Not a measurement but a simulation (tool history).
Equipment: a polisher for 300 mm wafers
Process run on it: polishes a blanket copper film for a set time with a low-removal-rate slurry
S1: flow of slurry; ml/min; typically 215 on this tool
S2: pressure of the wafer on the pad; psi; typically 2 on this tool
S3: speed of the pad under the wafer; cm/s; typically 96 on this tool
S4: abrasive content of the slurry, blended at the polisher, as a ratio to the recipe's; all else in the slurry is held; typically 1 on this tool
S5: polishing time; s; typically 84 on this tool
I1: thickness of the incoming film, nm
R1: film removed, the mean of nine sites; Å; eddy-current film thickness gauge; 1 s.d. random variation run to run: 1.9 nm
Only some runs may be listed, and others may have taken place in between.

run 1 day=0 | S1=215 S2=2 S3=96 S4=1 S5=84 | I1=707.9 | R1=1505
run 2 day=0.967 | S1=215 S2=2 S3=96 S4=1 S5=84 | I1=718.2 | R1=1516
run 3 day=4.646 | S1=215 S2=2 S3=96 S4=1 S5=67 | I1=710.7 | R1=1197
run 4 day=5.738 | S1=215 S2=2 S3=96 S4=1 S5=67 | I1=719.5 | R1=1174
run 5 day=6.846 | S1=215 S2=2 S3=118 S4=1 S5=84 | I1=712.7 | R1=1696
run 6 day=7.817 | S1=215 S2=2 S3=96 S4=1 S5=100 | I1=724.7 | R1=1737
run 7 day=9.212 | S1=215 S2=2 S3=96 S4=1 S5=100 | I1=721 | R1=1730
run 8 day=9.767 | S1=215 S2=2 S3=96 S4=1 S5=84 | I1=720.3 | R1=1423
run 9 day=10.762 | S1=215 S2=2 S3=96 S4=1 S5=84 | I1=716.7 | R1=1432
run 10 day=13.325 | S1=215 S2=2 S3=96 S4=1 S5=84 | I1=723.8 | R1=1465
run 11 day=14.471 | S1=215 S2=2 S3=96 S4=1 S5=84 | I1=721.2 | R1=1446
run 12 day=15.55 | S1=215 S2=1.7 S3=96 S4=1 S5=84 | I1=708.2 | R1=1177
run 13 day=16.071 | S1=215 S2=1.7 S3=96 S4=1 S5=84 | I1=721.6 | R1=1197
run 14 day=17.392 | S1=215 S2=1.7 S3=96 S4=1 S5=84 | I1=720.3 | R1=1226
run 15 day=18.704 | S1=215 S2=2.7 S3=96 S4=1 S5=84 | I1=712 | R1=1888
run 16 day=19.729 | S1=160 S2=2.4 S3=130 S4=1 S5=84 | I1=722.6 | R1=1993
run 17 day=20.771 | S1=215 S2=2 S3=96 S4=0.7 S5=70 | I1=717.4 | R1=1087
run 18 day=24.6 | S1=245 S2=2 S3=96 S4=1 S5=84 | I1=730.9 | R1=1433
run 19 day=26.071 | S1=145 S2=1.8 S3=130 S4=1.25 S5=84 | I1=728.8 | R1=1696
run 20 day=26.808 | S1=215 S2=2.5 S3=96 S4=1 S5=84 | I1=729.7 | R1=1903
run 21 day=27.75 | S1=215 S2=2 S3=96 S4=1 S5=84 | I1=717 | R1=1503
run 22 day=28.354 | S1=195 S2=2 S3=84 S4=1 S5=84 | I1=716.7 | R1=1342
run 23 day=30.325 | S1=215 S2=2.2 S3=96 S4=1.15 S5=84 | I1=730.8 | R1=1667
run 24 day=31.033 | S1=215 S2=1.7 S3=128 S4=1 S5=84 | I1=724.6 | R1=1617
run 25 day=31.858 | S1=215 S2=2 S3=96 S4=1 S5=84 | I1=724.4 | R1=1508
run 26 day=32.508 | S1=215 S2=2 S3=96 S4=1 S5=84 | I1=723.5 | R1=1455
run 27 day=33.921 | S1=255 S2=2 S3=118 S4=0.85 S5=75 | I1=716.6 | R1=1550
run 28 day=34.475 | S1=215 S2=2 S3=96 S4=1 S5=84 | I1=711.9 | R1=1458
run 29 day=35.688 | S1=250 S2=1.5 S3=96 S4=1.15 S5=101 | I1=709.2 | R1=1375

Not shown here: 8 entries made in the log between runs. Locate each between two listed runs and compare the hidden state at the listed run before it with the hidden state at the listed run after it:
Runs 2 to 3: slurry blender recalibrated (day 2.262)
  slurry flow missing at the pad, %: 14.2 -> 24.7
  measured value less the no-hidden-state value, R1: -34 -> -56 Å
Runs 5 to 6: worn pad replaced by a new one (day 7.475)
  slurry flow missing at the pad, %: 29.3 -> 31
  measured value less the no-hidden-state value, R1: -101 -> -113 Å
Runs 11 to 12: slurry blender recalibrated (day 15.079)
  slurry flow missing at the pad, %: 38.6 -> 39.4
  measured value less the no-hidden-state value, R1: -135 -> -115 Å
Runs 13 to 14: head pressure recalibrated (day 16.908)
  slurry flow missing at the pad, %: 39.8 -> 40.6
  measured value less the no-hidden-state value, R1: -118 -> -126 Å
Runs 14 to 15: worn pad replaced by a new one (day 17.658)
  slurry flow missing at the pad, %: 40.6 -> 41.3
  measured value less the no-hidden-state value, R1: -126 -> -199 Å
Runs 18 to 19: slurry nozzle cleaned (day 25.342); worn pad replaced by a new one (day 25.675)
  slurry flow missing at the pad, %: 43.4 -> 8.28
  measured value less the no-hidden-state value, R1: -144 -> -31 Å
Runs 21 to 22: slurry blender recalibrated (day 28.296)
  slurry flow missing at the pad, %: 14.7 -> 16.8
  measured value less the no-hidden-state value, R1: -37 -> -42 Å
